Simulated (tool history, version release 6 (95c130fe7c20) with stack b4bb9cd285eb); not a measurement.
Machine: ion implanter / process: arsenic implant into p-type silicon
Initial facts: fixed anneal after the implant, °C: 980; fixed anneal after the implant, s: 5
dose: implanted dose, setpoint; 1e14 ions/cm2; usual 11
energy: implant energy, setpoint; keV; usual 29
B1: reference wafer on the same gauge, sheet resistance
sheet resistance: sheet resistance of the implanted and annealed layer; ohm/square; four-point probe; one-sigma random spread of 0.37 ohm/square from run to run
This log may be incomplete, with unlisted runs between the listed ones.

{"run": 1, "hour": 0.0, "dose": 11, "energy": 29, "B1": 135.07, "sheet resistance": 127.45}
{"run": 2, "hour": 27.5, "dose": 11, "energy": 29, "B1": 134.91, "sheet resistance": 127.72}
{"run": 3, "hour": 49.2, "dose": 11, "energy": 29, "B1": 135.09, "sheet resistance": 127.08}
{"run": 4, "hour": 79.9, "dose": 11, "energy": 29, "B1": 134.86, "sheet resistance": 127.7}
{"run": 5, "hour": 185.4, "dose": 11, "energy": 29, "B1": 135.12, "sheet resistance": 127.35}
{"run": 6, "hour": 198.4, "dose": 11, "energy": 29, "B1": 134.96, "sheet resistance": 126.58}
{"hour": 208.8, "done": "extraction supply calibrated"}
{"run": 7, "hour": 219.4, "dose": 11, "energy": 29, "B1": 135.08, "sheet resistance": 127.35}
{"run": 8, "hour": 246.3, "dose": 11, "energy": 29, "B1": 135, "sheet resistance": 127.58}
{"hour": 260.3, "done": "gauge calibrated"}
{"run": 9, "hour": 276.9, "dose": 11, "energy": 29, "B1": 134.92, "sheet resistance": 127.09}
{"run": 10, "hour": 291.0, "dose": 11, "energy": 29, "B1": 134.95, "sheet resistance": 127.21}
{"run": 11, "hour": 307.3, "dose": 12.06, "energy": 29, "B1": 135.09, "sheet resistance": 122.02}
{"hour": 330.8, "done": "Faraday cup replaced and dose calibrated"}
{"run": 12, "hour": 335.0, "dose": 12.06, "energy": 29, "B1": 134.97, "sheet resistance": 124.07}
{"run": 13, "hour": 361.7, "dose": 12.06, "energy": 29, "B1": 134.84, "sheet resistance": 123.59}
{"run": 14, "hour": 380.3, "dose": 11, "energy": 29, "B1": 134.85, "sheet resistance": 128.49}
{"run": 15, "hour": 408.5, "dose": 11, "energy": 29, "B1": 134.99, "sheet resistance": 128.37}
{"run": 16, "hour": 430.8, "dose": 11.9, "energy": 21.5, "B1": 135.07, "sheet resistance": 141.55}
{"run": 17, "hour": 456.0, "dose": 11, "energy": 29, "B1": 134.98, "sheet resistance": 128.01}
{"run": 18, "hour": 487.6, "dose": 13.42, "energy": 26, "B1": 134.99, "sheet resistance": 125.64}
{"run": 19, "hour": 499.8, "dose": 9.47, "energy": 24, "B1": 134.9, "sheet resistance": 146.79}
{"run": 20, "hour": 513.1, "dose": 13.7, "energy": 26, "B1": 135.13, "sheet resistance": 125.03}
{"run": 21, "hour": 541.1, "dose": 9.7, "energy": 35.5, "B1": 134.73, "sheet resistance": 126.49}
{"run": 22, "hour": 557.5, "dose": 13.7, "energy": 26, "B1": 134.94, "sheet resistance": 124.94}
{"run": 23, "hour": 580.0, "dose": 13.54, "energy": 20, "B1": 134.9, "sheet resistance": 141.06}
{"run": 24, "hour": 605.1, "dose": 10.1, "energy": 29, "B1": 134.8, "sheet resistance": 132.25}
{"run": 25, "hour": 635.7, "dose": 12.44, "energy": 29, "B1": 134.9, "sheet resistance": 122.57}
{"run": 26, "hour": 671.6, "dose": 8.88, "energy": 38.5, "B1": 135.1, "sheet resistance": 129.13}
{"run": 27, "hour": 700.1, "dose": 8.03, "energy": 34, "B1": 134.96, "sheet resistance": 142.39}
{"run": 28, "hour": 715.2, "dose": 13.54, "energy": 21.5, "B1": 134.94, "sheet resistance": 136.81}
{"run": 29, "hour": 740.0, "dose": 8.63, "energy": 20, "B1": 135.14, "sheet resistance": 161.36}
{"run": 30, "hour": 764.1, "dose": 7.76, "energy": 19, "B1": 135.07, "sheet resistance": 170.35}
{"run": 31, "hour": 784.8, "dose": 11, "energy": 36, "B1": 134.98, "sheet resistance": 118.14}
{"run": 32, "hour": 817.5, "dose": 8.37, "energy": 23, "B1": 134.98, "sheet resistance": 156.91}
{"run": 33, "hour": 848.3, "dose": 12.06, "energy": 29, "B1": 134.93, "sheet resistance": 123.54}
{"run": 34, "hour": 861.9, "dose": 8.64, "energy": 33, "B1": 134.86, "sheet resistance": 138.06}
{"run": 35, "hour": 886.1, "dose": 11, "energy": 29, "B1": 135.01, "sheet resistance": 127.3}
{"run": 36, "hour": 904.7, "dose": 11, "energy": 29, "B1": 135.1, "sheet resistance": 128.04}

Subtracting, for every run, the result it would have given without the tool's unlogged condition from the measured result gives the following. The same run-to-run variation enters both numbers; the gauge's scatter may not:
Hidden state at play: deviation of the true dose from the Faraday cup's reading, %; deviation of the true energy from its setpoint, %; gauge reads high (%).
run=1 sheet_resistance=-1.01
run=2 sheet_resistance=-1.09
run=3 sheet_resistance=-1.14
run=4 sheet_resistance=-1.23
run=5 sheet_resistance=-1.53
run=6 sheet_resistance=-1.55
run=7 sheet_resistance=-1.62
run=8 sheet_resistance=-1.71
run=9 sheet_resistance=-1.8
run=10 sheet_resistance=-1.85
run=11 sheet_resistance=-1.63
run=12 sheet_resistance=-0.3
run=13 sheet_resistance=-0.3
run=14 sheet_resistance=-0.35
run=15 sheet_resistance=-0.36
run=16 sheet_resistance=-0.27
run=17 sheet_resistance=-0.37
run=18 sheet_resistance=-0.26
run=19 sheet_resistance=-0.44
run=20 sheet_resistance=-0.27
run=21 sheet_resistance=-0.52
run=22 sheet_resistance=-0.28
run=23 sheet_resistance=-0.25
run=24 sheet_resistance=-0.5
run=25 sheet_resistance=-0.38
run=26 sheet_resistance=-0.72
run=27 sheet_resistance=-0.84
run=28 sheet_resistance=-0.33
run=29 sheet_resistance=-0.67
run=30 sheet_resistance=-0.8
run=31 sheet_resistance=-0.67
run=32 sheet_resistance=-0.88
run=33 sheet_resistance=-0.6
run=34 sheet_resistance=-1.05
run=35 sheet_resistance=-0.75
run=36 sheet_resistance=-0.77
